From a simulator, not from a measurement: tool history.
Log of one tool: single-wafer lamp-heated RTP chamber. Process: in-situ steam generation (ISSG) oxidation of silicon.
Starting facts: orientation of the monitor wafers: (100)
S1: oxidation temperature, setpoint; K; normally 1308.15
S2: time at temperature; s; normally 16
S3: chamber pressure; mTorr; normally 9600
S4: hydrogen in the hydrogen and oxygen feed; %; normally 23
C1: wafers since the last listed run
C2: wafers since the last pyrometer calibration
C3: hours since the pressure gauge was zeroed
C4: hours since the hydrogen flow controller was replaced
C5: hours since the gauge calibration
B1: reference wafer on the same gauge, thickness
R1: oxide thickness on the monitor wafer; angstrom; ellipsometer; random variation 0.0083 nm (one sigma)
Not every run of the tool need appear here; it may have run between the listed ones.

run	hour	S1	S2	S3	S4	C1	C2	C3	C4	C5	B1	R1
1	0	1308.15	11	9600	23	0	2797	4405	4538.9	364.6	5.212	46.55
2	55.9	1308.15	16	9600	23	603	3400	4460.9	4594.8	420.5	5.21	55.92
3	120.3	1308.15	16	9600	23	695	4095	4525.3	4659.2	484.9	5.211	55.9
4	174.9	1308.15	16	9600	23	589	4685	4579.9	4713.8	539.5	5.21	55.98
5	204.8	1308.15	16	9600	23	322	5007	4609.8	4743.7	569.4	5.209	56.04
6	255.7	1324.15	16	9600	23	549	5557	4660.7	4794.6	620.3	5.207	60.83
# hour 260: gauge calibrated
7	311	1324.15	16	9600	23	596	6154	4716	4849.9	51	5.21	61.1
8	347.9	1324.15	16	9600	23	398	6552	4752.9	4886.8	87.9	5.211	61.1
# hour 382: pressure gauge zeroed
9	382.5	1308.15	16	9600	23	287	6839	0.5	4921.4	122.5	5.209	56.73
# hour 408.2: pyrometer window cleaned and pyrometer calibrated
10	408.7	1319.15	11	8600	32	196	5	26.7	4947.6	148.7	5.207	54.16
11	461.5	1308.15	19	10200	17	569	575	79.5	5000.4	201.5	5.208	56.07
12	504.1	1308.15	16	9600	15	459	1035	122.1	5043	244.1	5.211	50.72
13	541.3	1308.15	16	9600	23	401	1436	159.3	5080.2	281.3	5.212	55.52
14	587.5	1308.15	16	9600	23	498	1935	205.5	5126.4	327.5	5.212	55.57
# hour 606.6: hydrogen flow controller replaced
15	658.1	1292.15	12	8200	26	675	2611	276.1	51.5	398.1	5.211	47.77
16	704.5	1308.15	16	8300	23	500	3112	322.5	97.9	444.5	5.21	56.58
17	734.7	1308.15	16	9600	23	325	3437	352.7	128.1	474.7	5.209	55.74
# hour 777.6: gauge calibrated
18	791.5	1308.15	16	8700	19	613	4051	409.5	184.9	13.9	5.211	54.16
19	816.9	1324.15	21	8900	23	274	4325	434.9	210.3	39.3	5.211	70.56

Here are 4 independent what-if runs from the current tool condition. What would each one return?
A	817.3	1308.15	16	9600	29	4	4329	435.3	210.7	39.7	?	?
B	817.3	1319.15	20	9200	23	4	4329	435.3	210.7	39.7	?	?
C	817.3	1308.15	16	8700	32	4	4329	435.3	210.7	39.7	?	?
D	817.3	1308.15	16	10200	26	4	4329	435.3	210.7	39.7	?	?

run	B1	R1
A	5.21	59.14
B	5.21	66.78
C	5.21	61.68
D	5.21	56.87
The same runs, with their run-to-run variation unchanged, on a tool lacking any hidden condition would have given:
run	R1
A	58.46
B	65.91
C	60.97
D	56.22
